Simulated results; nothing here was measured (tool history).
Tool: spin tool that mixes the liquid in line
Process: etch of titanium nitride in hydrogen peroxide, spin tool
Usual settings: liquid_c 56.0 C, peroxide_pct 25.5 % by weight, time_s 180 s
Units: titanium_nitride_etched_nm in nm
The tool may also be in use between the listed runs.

run,day,liquid_c,peroxide_pct,time_s,"read-back film thickness of the titanium nitride reference wafer, read on the same gauge (nm)",titanium_nitride_etched_nm
1,0.000,56.0,25.5,180,129.94,18.37
2,0.525,56.0,25.5,180,130.03,18.38
3,0.883,56.0,25.5,180,130.02,18.40
4,1.583,56.0,25.5,180,129.95,18.31
5,1.962,56.0,25.5,180,130.03,18.37
6,3.367,56.0,25.5,180,129.96,18.41
# day 3.617: peroxide flow meter replaced
7,4.042,51.0,25.5,180,130.03,12.99
8,4.433,51.0,25.5,180,130.02,12.90
# day 4.558: new drum of peroxide connected
9,4.842,56.0,25.5,180,129.97,18.70
# day 4.942: thermometer replaced
10,5.350,49.0,30.0,95,130.01,5.44
11,5.712,62.0,25.5,235,130.01,31.90
# day 6.071: heated supply line repaired
12,6.400,49.0,25.5,180,130.01,9.86
# day 6.679: gauge calibrated
13,7.067,64.0,21.5,180,130.01,26.88
14,7.679,53.0,25.5,180,129.95,13.16
15,8.275,51.0,25.5,180,130.03,11.41
16,8.988,63.0,25.5,180,130.05,26.21
17,9.438,60.5,23.5,110,129.98,13.24
18,9.992,56.0,28.0,180,129.98,16.66

4 ways to go on from here, each from the tool as it stands after run 18. What would each give?
A,10.012,56.0,25.5,115,?,?
B,10.012,56.0,30.0,180,?,?
C,10.012,56.0,19.0,180,?,?
D,10.012,46.5,25.5,120,?,?

run,"read-back film thickness of the titanium nitride reference wafer, read on the same gauge (nm)",titanium_nitride_etched_nm
A,130.04,10.43
B,130.04,16.92
C,130.04,15.33
D,130.04,5.52
Without the tool's hidden state the same runs would have given:
run,titanium_nitride_etched_nm
A,10.07
B,16.34
C,14.79
D,5.32

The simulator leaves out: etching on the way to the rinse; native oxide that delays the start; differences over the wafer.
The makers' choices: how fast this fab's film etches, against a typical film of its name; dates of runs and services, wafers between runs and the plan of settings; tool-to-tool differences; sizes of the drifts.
